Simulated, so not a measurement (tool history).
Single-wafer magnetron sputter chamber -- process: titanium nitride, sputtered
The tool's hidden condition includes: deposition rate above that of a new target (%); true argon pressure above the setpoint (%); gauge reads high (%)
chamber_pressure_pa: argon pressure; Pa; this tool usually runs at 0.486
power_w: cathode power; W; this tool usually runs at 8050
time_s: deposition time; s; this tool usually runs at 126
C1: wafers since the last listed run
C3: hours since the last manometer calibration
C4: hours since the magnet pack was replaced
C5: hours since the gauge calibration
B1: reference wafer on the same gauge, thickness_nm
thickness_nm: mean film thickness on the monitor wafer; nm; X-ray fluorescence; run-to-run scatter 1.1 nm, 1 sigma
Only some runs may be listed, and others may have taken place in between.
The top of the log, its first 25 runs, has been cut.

{"run": 26, "day": 12.038, "chamber_pressure_pa": 0.597, "power_w": 6950, "time_s": 126, "C1": 120, "wafers on the sputter target": 898, "C3": 53.1, "C4": 92.1, "C5": 183.4, "B1": 177.03, "thickness_nm": 152.649}
{"day": 12.375, "done": "gauge calibrated"}
{"run": 27, "day": 12.396, "chamber_pressure_pa": 0.56, "power_w": 6050, "time_s": 101, "C1": 91, "wafers on the sputter target": 990, "C3": 61.7, "C4": 100.7, "C5": 0.5, "B1": 177.076, "thickness_nm": 111.503}
{"run": 28, "day": 12.938, "chamber_pressure_pa": 0.56, "power_w": 7000, "time_s": 145, "C1": 138, "wafers on the sputter target": 1129, "C3": 74.7, "C4": 113.7, "C5": 13.5, "B1": 176.625, "thickness_nm": 175.634}
{"run": 29, "day": 13.604, "chamber_pressure_pa": 0.486, "power_w": 8050, "time_s": 142, "C1": 171, "wafers on the sputter target": 1300, "C3": 90.7, "C4": 129.7, "C5": 29.5, "B1": 176.925, "thickness_nm": 196.065}
{"run": 30, "day": 14.112, "chamber_pressure_pa": 0.486, "power_w": 8050, "time_s": 126, "C1": 130, "wafers on the sputter target": 1430, "C3": 102.9, "C4": 141.9, "C5": 41.7, "B1": 176.986, "thickness_nm": 174.129}
{"run": 31, "day": 14.858, "chamber_pressure_pa": 0.315, "power_w": 8050, "time_s": 103, "C1": 191, "wafers on the sputter target": 1622, "C3": 120.8, "C4": 159.8, "C5": 59.6, "B1": 176.948, "thickness_nm": 148.571}
{"run": 32, "day": 15.692, "chamber_pressure_pa": 0.408, "power_w": 8050, "time_s": 133, "C1": 213, "wafers on the sputter target": 1835, "C3": 140.8, "C4": 179.8, "C5": 79.6, "B1": 176.699, "thickness_nm": 188.607}
{"run": 33, "day": 16.396, "chamber_pressure_pa": 0.294, "power_w": 9450, "time_s": 103, "C1": 180, "wafers on the sputter target": 2016, "C3": 157.7, "C4": 196.7, "C5": 96.5, "B1": 177.253, "thickness_nm": 170.13}
{"run": 34, "day": 16.829, "chamber_pressure_pa": 0.486, "power_w": 8050, "time_s": 126, "C1": 111, "wafers on the sputter target": 2127, "C3": 168.1, "C4": 207.1, "C5": 106.9, "B1": 176.76, "thickness_nm": 170.763}

What if the next run were any one of these 3? Each begins from the tool's condition after run 34:
{"run": "A", "day": 16.846, "chamber_pressure_pa": 0.486, "power_w": 8050, "time_s": 140, "C1": 4, "wafers on the sputter target": 2132, "C3": 168.5, "C4": 207.5, "C5": 107.3, "B1": "?", "thickness_nm": "?"}
{"run": "B", "day": 16.846, "chamber_pressure_pa": 0.671, "power_w": 6100, "time_s": 141, "C1": 4, "wafers on the sputter target": 2132, "C3": 168.5, "C4": 207.5, "C5": 107.3, "B1": "?", "thickness_nm": "?"}
{"run": "C", "day": 16.846, "chamber_pressure_pa": 0.486, "power_w": 6650, "time_s": 115, "C1": 4, "wafers on the sputter target": 2132, "C3": 168.5, "C4": 207.5, "C5": 107.3, "B1": "?", "thickness_nm": "?"}

run=A B1=176.746 thickness_nm=190.851
run=B B1=176.746 thickness_nm=147.997
run=C B1=176.746 thickness_nm=136.547
Take away the tool's hidden state, keep each run's random variation, and the runs would have read:
run=A thickness_nm=198.727
run=B thickness_nm=154.104
run=C thickness_nm=142.181

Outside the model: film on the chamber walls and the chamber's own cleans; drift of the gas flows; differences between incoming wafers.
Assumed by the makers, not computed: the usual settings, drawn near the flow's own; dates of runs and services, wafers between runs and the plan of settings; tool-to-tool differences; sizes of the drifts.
